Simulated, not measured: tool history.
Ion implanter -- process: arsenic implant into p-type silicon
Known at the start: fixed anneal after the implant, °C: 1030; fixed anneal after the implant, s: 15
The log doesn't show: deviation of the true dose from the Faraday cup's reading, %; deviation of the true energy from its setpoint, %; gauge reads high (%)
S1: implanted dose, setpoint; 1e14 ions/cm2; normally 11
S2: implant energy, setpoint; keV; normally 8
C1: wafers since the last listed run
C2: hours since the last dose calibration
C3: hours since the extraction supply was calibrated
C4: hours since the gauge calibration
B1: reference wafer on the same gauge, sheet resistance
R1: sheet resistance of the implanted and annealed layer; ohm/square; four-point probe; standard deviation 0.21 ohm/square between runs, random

run,hour,S1,S2,C1,C2,C3,C4,B1,R1
1,0,11,8,0,1092.8,5652,312.1,120.03,135.98
2,25.1,11,8,742,1117.9,5677.1,337.2,119.98,135.91
3,50.7,11,8,756,1143.5,5702.7,362.8,120.03,135.81
4,86.1,11,8,1046,1178.9,5738.1,398.2,120.07,135.59
5,108.3,12.13,9.5,656,1201.1,5760.3,420.4,120,128.01
6,125.3,12.13,9.5,502,1218.1,5777.3,437.4,119.94,128.02
7,142.8,12.13,9.5,517,1235.6,5794.8,454.9,120.01,127.5
8,173.7,11,8,913,1266.5,5825.7,485.8,120.03,135.64
9,205.5,11,8,940,1298.3,5857.5,517.6,120.01,135.7
10,223.7,11,8,538,1316.5,5875.7,535.8,120,135.1
11,256.1,11,8,958,1348.9,5908.1,568.2,120.02,135.05
12,282.4,11,8,777,1375.2,5934.4,594.5,120.03,134.83
# hour 319.6: Faraday cup replaced and dose calibrated
13,320.1,11,8,878,0.5,5972.1,632.2,120.01,138.71
14,330.6,11,8,310,11,5982.6,642.7,119.97,138.35
15,354,11,8,691,34.4,6006,666.1,119.98,139.06
16,366.8,11,8,378,47.2,6018.8,678.9,119.93,139.16
17,386.4,11,8,579,66.8,6038.4,698.5,120.04,138.99
18,419.4,8.16,9,975,99.8,6071.4,731.5,119.99,160.52
# hour 445.2: gauge calibrated
19,452.2,13.14,10.5,969,132.6,6104.2,7,119.99,125.25
# hour 490.5: extraction supply calibrated
20,491,7.78,8,910,171.4,0.5,45.8,119.96,166.83
21,514.1,9.49,8,683,194.5,23.6,68.9,120,149.25
22,536.6,9.75,8,665,217,46.1,91.4,119.96,146.96
23,563.9,13.21,10.5,807,244.3,73.4,118.7,119.98,124.83
24,594.8,12.45,6.5,913,275.2,104.3,149.6,119.96,134.22
25,611.1,9.89,7,481,291.5,120.6,165.9,119.93,147.78
26,630,7.96,6.5,558,310.4,139.5,184.8,119.97,167.38
27,657.6,11,8,816,338,167.1,212.4,120,138.3
28,688.4,12.35,9,910,368.8,197.9,243.2,120.05,130.56
29,702.1,8.82,9.5,405,382.5,211.6,256.9,119.98,152.8
30,714.4,7.78,8,363,394.8,223.9,269.2,119.98,166.77
31,737.7,9.11,9.5,688,418.1,247.2,292.5,120.01,149.86
32,758.4,11,6.5,612,438.8,267.9,313.2,120.03,140.69
33,785.7,11,8,807,466.1,295.2,340.5,120.03,138.54
34,820.7,12.02,9.5,1034,501.1,330.2,375.5,120.01,130.63
35,853.6,11,8,972,534,363.1,408.4,120.02,138
36,873.6,7.96,6.5,591,554,383.1,428.4,119.99,166.43

Run-by-run hidden state of the tool:
deviation of the true energy from its setpoint, %: 0 in every run
gauge reads high (%): 0 in every run
H1: deviation of the true dose from the Faraday cup's reading, %
run,H1
1,4.07
2,4.23
3,4.4
4,4.63
5,4.78
6,4.89
7,5.02
8,5.23
9,5.47
10,5.6
11,5.84
12,6.05
13,-0.278
14,-0.277
15,-0.274
16,-0.271
17,-0.265
18,-0.25
19,-0.228
20,-0.195
21,-0.171
22,-0.144
23,-0.109
24,-0.0634
25,-0.0372
26,-0.00504
27,0.0456
28,0.107
29,0.136
30,0.163
31,0.217
32,0.267
33,0.337
34,0.433
35,0.529
36,0.591
